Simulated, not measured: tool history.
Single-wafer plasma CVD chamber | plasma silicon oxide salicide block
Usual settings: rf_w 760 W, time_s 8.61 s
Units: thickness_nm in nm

run	hour	rf_w	time_s	wafers since the last listed run	hours since the last RF generator calibration	hours since the showerhead was replaced	hours since the gauge calibration	read-back reference wafer on the same gauge, thickness_nm	thickness_nm
1	0	690	9.26	0	926.2	6473.2	201.5	89.782	91.945
2	53.5	690	9.26	1710	979.7	6526.7	255	89.678	91.776
3	92.5	760	8.61	1246	1018.7	6565.7	294	89.51	85.895
4	171.3	760	8.61	2518	1097.5	6644.5	372.8	89.12	85.441
5	259.3	845	8.61	2812	1185.5	6732.5	460.8	88.952	87.912
6	307.4	760	8.61	1537	1233.6	6780.6	508.9	88.769	85.93
7	367.2	760	7.41	1911	1293.4	6840.4	568.7	88.536	74.084
8	448.6	760	7.41	2601	1374.8	6921.8	650.1	88.618	74.189
9	495.7	830	9.98	1505	1421.9	6968.9	697.2	88.391	101.659
10	559.3	760	8.61	2032	1485.5	7032.5	760.8	88.146	85.683
# hour 567.8: showerhead replaced
11	595.6	620	7.56	904	1521.8	27.8	797.1	88.257	72.229
# hour 677.1: gauge calibrated
12	696.8	665	7.67	3234	1623	129	19.7	91.484	76.862
# hour 715.9: RF generator calibrated
13	758.4	820	8.05	1713	42.5	190.6	81.3	91.193	83.646
14	861.6	875	9.06	3298	145.7	293.8	184.5	90.416	94.37
15	916.5	760	8.61	1754	200.6	348.7	239.4	90.114	87.223
16	1023.1	760	7.1	3407	307.2	455.3	346	89.467	71.426
17	1066.2	800	9.91	1377	350.3	498.4	389.1	89.602	101.627

3 ways to go on from here, each from the tool as it stands after run 17. What would each give?
A	1066.6	610	8.61	12	350.7	498.8	389.5	?	?
B	1066.6	820	7.8	12	350.7	498.8	389.5	?	?
C	1066.6	885	9.5	12	350.7	498.8	389.5	?	?

run	read-back reference wafer on the same gauge, thickness_nm	thickness_nm
A	89.268	83.646
B	89.268	79.869
C	89.268	98.705
Without the tool's hidden state the same runs would have given:
run	thickness_nm
A	85.458
B	81.6
C	100.843

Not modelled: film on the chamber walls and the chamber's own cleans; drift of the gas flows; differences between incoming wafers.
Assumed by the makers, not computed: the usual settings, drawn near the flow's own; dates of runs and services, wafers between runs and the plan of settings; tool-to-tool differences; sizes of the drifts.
